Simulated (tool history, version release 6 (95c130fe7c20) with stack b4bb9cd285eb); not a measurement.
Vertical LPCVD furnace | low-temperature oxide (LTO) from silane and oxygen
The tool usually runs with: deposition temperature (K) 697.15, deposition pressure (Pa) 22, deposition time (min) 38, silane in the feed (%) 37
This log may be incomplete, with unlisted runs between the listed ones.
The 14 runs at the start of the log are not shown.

run   hour  deposition temperature (K)  deposition pressure (Pa)  deposition time (min)  silane in the feed (%)  wafers since the last listed run  hours since the last temperature calibration  hours since the pressure gauge was zeroed  hours since the silane flow controller was replaced  hours since the gauge calibration  read-back reference wafer on the same gauge, thickness  film thickness on the monitor wafer in the middle of the boat (angstrom)
     181.8  -- gauge calibrated
 15  183.9                      697.15                        22                     38                      37                               208                                        3874.3                                     1819.7                                               6552.9                                2.1                                                  360.98                                                                    3219.4
 16  201.2                      697.15                        22                   29.5                      37                               207                                        3891.6                                       1837                                               6570.2                               19.4                                                  360.73                                                                    2503.1
 17  213.9                      686.15                      24.7                     38                      31                               152                                        3904.3                                     1849.7                                               6582.9                               32.1                                                  360.81                                                                    2543.9
     245.7  -- pressure gauge zeroed
 18  246.2                      707.15                      24.7                   26.5                      31                                99                                        3936.6                                        0.5                                               6615.2                               64.4                                                  361.12                                                                    2161.5
 19  250.3                      697.15                      18.7                     38                      37                                29                                        3940.7                                        4.6                                               6619.3                               68.5                                                  361.05                                                                    2634.4
     272.7  -- thermocouples replaced and temperature profile calibrated
     275.9  -- silane flow controller replaced
 20  276.4                      697.15                      19.3                     51                      33                                 5                                           3.7                                       30.7                                                  0.5                               94.6                                                   361.2                                                                    3172.3
 21  280.5                      697.15                        18                     38                      31                                49                                           7.8                                       34.8                                                  4.6                               98.7                                                  360.99                                                                    2024.6
 22  284.6                      697.15                      24.7                     28                      41                                49                                          11.9                                       38.9                                                  8.7                              102.8                                                  360.72                                                                    2900.4
 23  294.7                      697.15                        22                     38                      37                               120                                            22                                         49                                                 18.8                              112.9                                                  361.02                                                                    3119.7
 24  303.5                      697.15                        22                     38                      37                               105                                          30.8                                       57.8                                                 27.6                              121.7                                                  361.06                                                                    3117.6
 25  319.9                      697.15                        22                   51.5                      37                               196                                          47.2                                       74.2                                                   44                              138.1                                                  360.95                                                                    4219.9
 26  342.9                      702.15                        22                     38                      37                               275                                          70.2                                       97.2                                                   67                              161.1                                                   361.1                                                                    3271.4
 27  356.2                      705.15                        22                     38                      37                               159                                          83.5                                      110.5                                                 80.3                              174.4                                                  360.69                                                                    3380.3
 28  370.3                      687.15                        22                     38                      37                               168                                          97.6                                      124.6                                                 94.4                              188.5                                                     361                                                                    2807.2
 29  387.8                      690.15                        22                     38                      37                               209                                         115.1                                      142.1                                                111.9                                206                                                  360.99                                                                    2893.3
 30  393.9                      697.15                        22                     24                      37                                73                                         121.2                                      148.2                                                  118                              212.1                                                  361.18                                                                    1971.5
 31  400.9                      697.15                        20                     38                      37                                83                                         128.2                                      155.2                                                  125                              219.1                                                  360.96                                                                    2827.6

Alternative continuations, all from the tool just after run 31; predict every row:
  A  405.1                      697.15                        22                     38                      33                                50                                         132.4                                      159.4                                                129.2                              223.3                                                       ?                                                                         ?
  B  405.1                      697.15                      17.3                     47                      33                                50                                         132.4                                      159.4                                                129.2                              223.3                                                       ?                                                                         ?
  C  405.1                      697.15                      25.3                     38                      37                                50                                         132.4                                      159.4                                                129.2                              223.3                                                       ?                                                                         ?
  D  405.1                      688.15                      27.3                   28.5                      37                                50                                         132.4                                      159.4                                                129.2                              223.3                                                       ?                                                                         ?

run  read-back reference wafer on the same gauge, thickness  film thickness on the monitor wafer in the middle of the boat (angstrom)
  A                                                  360.83                                                                    2695.8
  B                                                  360.83                                                                    2623.1
  C                                                  360.83                                                                    3590.1
  D                                                  360.83                                                                    2644.8
Stripped of hidden state, with their random variation kept, the same runs would have yielded:
run  film thickness on the monitor wafer in the middle of the boat (angstrom)
  A                                                                    2710.7
  B                                                                    2641.5
  C                                                                    3607.3
  D                                                                    2656.6

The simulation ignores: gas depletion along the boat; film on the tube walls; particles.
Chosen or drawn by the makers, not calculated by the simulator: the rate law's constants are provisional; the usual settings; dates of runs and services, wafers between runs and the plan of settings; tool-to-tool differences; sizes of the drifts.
